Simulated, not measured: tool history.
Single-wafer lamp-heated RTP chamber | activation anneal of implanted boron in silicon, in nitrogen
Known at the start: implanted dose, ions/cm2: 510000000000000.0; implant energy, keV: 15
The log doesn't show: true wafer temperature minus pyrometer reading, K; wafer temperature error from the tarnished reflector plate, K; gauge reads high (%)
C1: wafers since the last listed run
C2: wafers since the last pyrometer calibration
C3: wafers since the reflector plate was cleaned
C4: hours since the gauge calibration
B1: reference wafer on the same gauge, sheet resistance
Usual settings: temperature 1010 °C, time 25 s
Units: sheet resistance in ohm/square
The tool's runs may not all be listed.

run 1 hour=0.0 | temperature=1010 time=25 | C1=0 C2=4554 C3=4877 C4=1272.0 | B1=231.06 | sheet_resistance=222.04
run 2 hour=41.0 | temperature=1010 time=25 | C1=601 C2=5156 C3=5479 C4=1313.0 | B1=230.83 | sheet_resistance=221.21
-- hour=63.7 reflector plate cleaned
run 3 hour=89.6 | temperature=996 time=25 | C1=595 C2=5751 C3=380 C4=1361.6 | B1=230.96 | sheet_resistance=223.45
run 4 hour=125.1 | temperature=996 time=25 | C1=520 C2=6272 C3=901 C4=1397.1 | B1=231.08 | sheet_resistance=223.48
-- hour=167.7 pyrometer window cleaned and pyrometer calibrated
run 5 hour=168.2 | temperature=1010 time=37 | C1=515 C2=7 C3=1416 C4=1440.2 | B1=231.02 | sheet_resistance=221.23
run 6 hour=223.2 | temperature=1010 time=25 | C1=807 C2=814 C3=2223 C4=1495.2 | B1=230.93 | sheet_resistance=223.30
run 7 hour=269.8 | temperature=1010 time=25 | C1=683 C2=1498 C3=2907 C4=1541.8 | B1=231.01 | sheet_resistance=222.28
run 8 hour=307.4 | temperature=1010 time=25 | C1=551 C2=2050 C3=3458 C4=1579.4 | B1=230.95 | sheet_resistance=222.34
run 9 hour=369.4 | temperature=1026 time=25 | C1=909 C2=2959 C3=4368 C4=1641.4 | B1=230.84 | sheet_resistance=220.68
run 10 hour=417.7 | temperature=1026 time=25 | C1=708 C2=3668 C3=5077 C4=1689.7 | B1=231.07 | sheet_resistance=220.19
-- hour=455.8 reflector plate cleaned
run 11 hour=464.1 | temperature=1026 time=25 | C1=563 C2=4231 C3=121 C4=1736.1 | B1=230.99 | sheet_resistance=220.07
run 12 hour=495.0 | temperature=1010 time=25 | C1=453 C2=4685 C3=574 C4=1767.0 | B1=231.23 | sheet_resistance=221.96
run 13 hour=520.1 | temperature=1010 time=25 | C1=368 C2=5053 C3=943 C4=1792.1 | B1=231.12 | sheet_resistance=222.04
run 14 hour=563.0 | temperature=982 time=33 | C1=629 C2=5683 C3=1572 C4=1835.0 | B1=231.12 | sheet_resistance=225.90
-- hour=616.9 pyrometer window cleaned and pyrometer calibrated
run 15 hour=617.4 | temperature=1010 time=25 | C1=680 C2=7 C3=2253 C4=1889.4 | B1=230.87 | sheet_resistance=222.19
run 16 hour=638.2 | temperature=1037 time=38 | C1=305 C2=312 C3=2558 C4=1910.2 | B1=230.85 | sheet_resistance=218.40
run 17 hour=670.5 | temperature=994 time=25 | C1=473 C2=786 C3=3032 C4=1942.5 | B1=231.05 | sheet_resistance=226.29
run 18 hour=707.8 | temperature=1010 time=17 | C1=547 C2=1333 C3=3579 C4=1979.8 | B1=231.11 | sheet_resistance=224.14
-- hour=861.9 reflector plate cleaned
run 19 hour=891.3 | temperature=1010 time=25 | C1=2575 C2=3908 C3=431 C4=2163.3 | B1=230.83 | sheet_resistance=221.96
run 20 hour=934.1 | temperature=989 time=25 | C1=628 C2=4536 C3=1059 C4=2206.1 | B1=231.00 | sheet_resistance=225.66
run 21 hour=992.9 | temperature=997 time=32 | C1=862 C2=5399 C3=1921 C4=2264.9 | B1=231.13 | sheet_resistance=223.07
-- hour=1006.5 pyrometer window cleaned and pyrometer calibrated
run 22 hour=1027.3 | temperature=1010 time=25 | C1=387 C2=304 C3=2309 C4=2299.3 | B1=230.83 | sheet_resistance=222.15
run 23 hour=1083.4 | temperature=1010 time=36 | C1=823 C2=1128 C3=3132 C4=2355.4 | B1=230.95 | sheet_resistance=221.31
run 24 hour=1137.0 | temperature=1010 time=38 | C1=786 C2=1914 C3=3918 C4=2409.0 | B1=231.05 | sheet_resistance=220.93
run 25 hour=1203.2 | temperature=994 time=30 | C1=971 C2=2885 C3=4890 C4=2475.2 | B1=231.00 | sheet_resistance=224.59
run 26 hour=1234.6 | temperature=983 time=15 | C1=460 C2=3346 C3=5351 C4=2506.6 | B1=231.18 | sheet_resistance=231.31
-- hour=1262.6 gauge calibrated
run 27 hour=1263.5 | temperature=1010 time=25 | C1=424 C2=3770 C3=5775 C4=0.9 | B1=231.11 | sheet_resistance=221.86
-- hour=1304.3 reflector plate cleaned
run 28 hour=1315.9 | temperature=1010 time=25 | C1=651 C2=4422 C3=170 C4=53.3 | B1=230.96 | sheet_resistance=221.86
-- hour=1400.4 pyrometer window cleaned and pyrometer calibrated
run 29 hour=1526.3 | temperature=983 time=14 | C1=2969 C2=1847 C3=3140 C4=263.7 | B1=231.00 | sheet_resistance=233.59
run 30 hour=1552.6 | temperature=996 time=25 | C1=385 C2=2233 C3=3525 C4=290.0 | B1=230.96 | sheet_resistance=224.95
run 31 hour=1577.4 | temperature=1010 time=39 | C1=363 C2=2597 C3=3889 C4=314.8 | B1=230.99 | sheet_resistance=220.58
run 32 hour=1708.4 | temperature=1000 time=18 | C1=1922 C2=4519 C3=5812 C4=445.8 | B1=231.01 | sheet_resistance=224.41
run 33 hour=1756.8 | temperature=992 time=25 | C1=710 C2=5229 C3=6522 C4=494.2 | B1=231.07 | sheet_resistance=224.50
-- hour=1797.1 reflector plate cleaned
run 34 hour=1824.4 | temperature=1040 time=20 | C1=874 C2=6104 C3=400 C4=561.8 | B1=230.87 | sheet_resistance=220.08
run 35 hour=1859.5 | temperature=1024 time=34 | C1=515 C2=6619 C3=915 C4=596.9 | B1=231.12 | sheet_resistance=219.39

Forecast each of these 5 alternatives for the next run:
run A hour=1859.9 | temperature=1010 time=12 | C1=5 C2=6625 C3=921 C4=597.3 | B1=? | sheet_resistance=?
run B hour=1859.9 | temperature=1010 time=35 | C1=5 C2=6625 C3=921 C4=597.3 | B1=? | sheet_resistance=?
run C hour=1859.9 | temperature=1000 time=39 | C1=5 C2=6625 C3=921 C4=597.3 | B1=? | sheet_resistance=?
run D hour=1859.9 | temperature=984 time=33 | C1=5 C2=6625 C3=921 C4=597.3 | B1=? | sheet_resistance=?
run E hour=1859.9 | temperature=1038 time=37 | C1=5 C2=6625 C3=921 C4=597.3 | B1=? | sheet_resistance=?

run=A B1=231.02 sheet_resistance=222.71
run=B B1=231.02 sheet_resistance=220.29
run=C B1=231.02 sheet_resistance=221.19
run=D B1=231.02 sheet_resistance=224.82
run=E B1=231.02 sheet_resistance=217.47
Without the tool's hidden state the same runs would have given:
run=A sheet_resistance=224.37
run=B sheet_resistance=221.85
run=C sheet_resistance=223.44
run=D sheet_resistance=229.42
run=E sheet_resistance=218.61
